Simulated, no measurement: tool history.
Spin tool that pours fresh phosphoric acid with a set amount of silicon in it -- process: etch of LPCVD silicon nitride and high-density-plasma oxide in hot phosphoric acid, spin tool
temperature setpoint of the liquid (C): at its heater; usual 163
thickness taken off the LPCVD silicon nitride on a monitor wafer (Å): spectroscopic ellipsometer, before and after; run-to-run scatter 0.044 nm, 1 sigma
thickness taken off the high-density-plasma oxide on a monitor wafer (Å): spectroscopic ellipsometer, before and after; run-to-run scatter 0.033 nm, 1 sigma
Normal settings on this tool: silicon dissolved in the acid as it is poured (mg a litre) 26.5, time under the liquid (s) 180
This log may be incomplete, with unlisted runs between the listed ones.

| run | day | temperature setpoint of the liquid (C) | silicon dissolved in the acid as it is poured (mg a litre) | time under the liquid (s) | wafers since the last listed run | hours since the thermometer was replaced | hours since the dissolved silicon flow meter was replaced | hours since the heated supply line was repaired | hours since the gauge calibration | read-back film thickness of the LPCVD silicon nitride reference wafer, read on the same gauge (nm) | read-back film thickness of the high-density-plasma oxide reference wafer, read on the same gauge (nm) | thickness taken off the LPCVD silicon nitride on a monitor wafer (Å) | thickness taken off the high-density-plasma oxide on a monitor wafer (Å) |
|---|---|---|---|---|---|---|---|---|---|---|---|---|---|
| 1 | 0 | 161 | 14.5 | 180 | 0 | 1914.8 | 1130.5 | 2821 | 273.6 | 29.98 | 70.005 | 145.8 | 4.42 |
| 2 | 0.508 | 163 | 26.5 | 180 | 70 | 1927 | 1142.7 | 2833.2 | 285.8 | 30.04 | 70.016 | 155.6 | 3.53 |
|  | 0.688 | thermometer replaced |
|  | 0.758 | dissolved silicon flow meter replaced |
| 3 | 0.8 | 163 | 12 | 180 | 28 | 2.7 | 1 | 2840.2 | 292.8 | 30.01 | 70.002 | 167.3 | 6.87 |
|  | 1.012 | gauge calibrated |
|  | 1.083 | heated supply line repaired |
| 4 | 1.104 | 163 | 26.5 | 180 | 36 | 10 | 8.3 | 0.5 | 2.2 | 30.02 | 69.992 | 167.6 | 4.7 |
| 5 | 1.6 | 163 | 26.5 | 180 | 68 | 21.9 | 20.2 | 12.4 | 14.1 | 30.03 | 70.02 | 167.9 | 3.84 |
| 6 | 1.996 | 163 | 40.5 | 180 | 54 | 31.4 | 29.7 | 21.9 | 23.6 | 29.99 | 69.985 | 166.9 | 2.06 |
| 7 | 2.35 | 163 | 26.5 | 180 | 49 | 39.9 | 38.2 | 30.4 | 32.1 | 29.97 | 70 | 166.8 | 4.24 |
| 8 | 2.867 | 163 | 26.5 | 180 | 71 | 52.3 | 50.6 | 42.8 | 44.5 | 30.01 | 70.026 | 167.2 | 4.13 |
| 9 | 3.358 | 163 | 14 | 95 | 68 | 64.1 | 62.4 | 54.6 | 56.3 | 30 | 69.989 | 88 | 2.97 |
| 10 | 3.838 | 165.5 | 26.5 | 180 | 66 | 75.6 | 73.9 | 66.1 | 67.8 | 30.04 | 70.005 | 180.7 | 5.27 |
| 11 | 4.129 | 162 | 26.5 | 180 | 40 | 82.6 | 80.9 | 73.1 | 74.8 | 30.01 | 69.994 | 161.2 | 3.83 |
| 12 | 4.525 | 161 | 43.5 | 90 | 54 | 92.1 | 90.4 | 82.6 | 84.3 | 30.02 | 70.004 | 77.8 | 0.81 |
| 13 | 5.275 | 161.5 | 40.5 | 250 | 104 | 110.1 | 108.4 | 100.6 | 102.3 | 29.99 | 70.018 | 220.4 | 2.53 |
| 14 | 5.617 | 161.5 | 8 | 180 | 47 | 118.3 | 116.6 | 108.8 | 110.5 | 30.01 | 70.026 | 158.5 | 5.99 |
| 15 | 5.892 | 163 | 26.5 | 180 | 38 | 124.9 | 123.2 | 115.4 | 117.1 | 29.98 | 70.007 | 166.2 | 4.13 |
| 16 | 6.167 | 161 | 43.5 | 90 | 38 | 131.5 | 129.8 | 122 | 123.7 | 30.01 | 70.007 | 77.7 | 0.81 |
| 17 | 6.521 | 163 | 17 | 180 | 49 | 140 | 138.3 | 130.5 | 132.2 | 29.95 | 70.022 | 166.6 | 5.63 |
| 18 | 6.9 | 163 | 26.5 | 180 | 52 | 149.1 | 147.4 | 139.6 | 141.3 | 29.97 | 69.989 | 166.1 | 4.08 |

Run 19 has not been measured yet. What should we expect?
| 19 | 7.492 | 163 | 26.5 | 290 | 82 | 163.3 | 161.6 | 153.8 | 155.5 | ? | ? | ? | ? |

read-back film thickness of the LPCVD silicon nitride reference wafer, read on the same gauge (nm): 30.02
read-back film thickness of the high-density-plasma oxide reference wafer, read on the same gauge (nm): 70.015
thickness taken off the LPCVD silicon nitride on a monitor wafer (Å): 267.7
thickness taken off the high-density-plasma oxide on a monitor wafer (Å): 6.85
On a tool with no hidden condition, and with the same random variation, this run would have come out at thickness taken off the LPCVD silicon nitride on a monitor wafer (Å) 271.1, thickness taken off the high-density-plasma oxide on a monitor wafer (Å) 7.05.
